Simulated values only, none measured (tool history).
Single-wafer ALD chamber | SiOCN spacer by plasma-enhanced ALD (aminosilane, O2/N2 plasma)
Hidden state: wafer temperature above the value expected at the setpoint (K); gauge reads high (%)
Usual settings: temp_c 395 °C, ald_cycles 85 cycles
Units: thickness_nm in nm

| run | hour | temp_c | ald_cycles | wafers since the last listed run | hours since the last thermocouple change | hours since the gauge calibration | read-back reference wafer on the same gauge, thickness_nm | thickness_nm |
|---|---|---|---|---|---|---|---|---|
| 1 | 0.0 | 395 | 85 | 0 | 2316.7 | 139.7 | 5.636 | 5.063 |
| 2 | 14.7 | 395 | 85 | 31 | 2331.4 | 154.4 | 5.644 | 5.057 |
| 3 | 20.9 | 395 | 85 | 13 | 2337.6 | 160.6 | 5.640 | 5.078 |
| 4 | 27.3 | 395 | 85 | 13 | 2344.0 | 167.0 | 5.635 | 5.069 |
| 5 | 38.2 | 395 | 85 | 23 | 2354.9 | 177.9 | 5.640 | 5.098 |
| 6 | 47.4 | 395 | 85 | 19 | 2364.1 | 187.1 | 5.644 | 5.067 |
| 7 | 64.7 | 395 | 85 | 37 | 2381.4 | 204.4 | 5.640 | 5.058 |
| 8 | 81.5 | 395 | 85 | 36 | 2398.2 | 221.2 | 5.638 | 5.083 |
| 9 | 94.4 | 395 | 85 | 27 | 2411.1 | 234.1 | 5.644 | 5.058 |
| 10 | 105.7 | 395 | 85 | 24 | 2422.4 | 245.4 | 5.638 | 5.066 |
| 11 | 112.3 | 395 | 85 | 14 | 2429.0 | 252.0 | 5.639 | 5.076 |
| 12 | 122.8 | 408 | 74 | 22 | 2439.5 | 262.5 | 5.641 | 4.283 |
| 13 | 129.4 | 395 | 85 | 14 | 2446.1 | 269.1 | 5.642 | 5.089 |
|  | 140.5 | gauge calibrated |
| 14 | 145.7 | 395 | 85 | 34 | 2462.4 | 5.2 | 5.642 | 5.086 |
| 15 | 153.9 | 388 | 97 | 17 | 2470.6 | 13.4 | 5.636 | 5.803 |
| 16 | 171.1 | 404 | 91 | 36 | 2487.8 | 30.6 | 5.643 | 5.323 |
| 17 | 184.9 | 387 | 71 | 29 | 2501.6 | 44.4 | 5.648 | 4.260 |
|  | 198.0 | thermocouple changed; heater temperature recalibrated |
| 18 | 198.5 | 391 | 93 | 12 | 0.5 | 58.0 | 5.645 | 5.558 |
| 19 | 207.6 | 395 | 72 | 19 | 9.6 | 67.1 | 5.636 | 4.290 |
| 20 | 215.7 | 395 | 85 | 17 | 17.7 | 75.2 | 5.642 | 5.081 |
| 21 | 224.5 | 387 | 94 | 18 | 26.5 | 84.0 | 5.631 | 5.635 |
| 22 | 265.9 | 382 | 70 | 88 | 67.9 | 125.4 | 5.634 | 4.178 |
| 23 | 276.9 | 402 | 85 | 23 | 78.9 | 136.4 | 5.639 | 5.064 |

Hidden state at the last listed run before each entry between runs and at the first one after, where it differs:
Between runs 13 and 14: gauge calibrated (hour 140.5)
  no hidden state differs between the two runs
Between runs 17 and 18: thermocouple changed; heater temperature recalibrated (hour 198.0)
  no hidden state differs between the two runs

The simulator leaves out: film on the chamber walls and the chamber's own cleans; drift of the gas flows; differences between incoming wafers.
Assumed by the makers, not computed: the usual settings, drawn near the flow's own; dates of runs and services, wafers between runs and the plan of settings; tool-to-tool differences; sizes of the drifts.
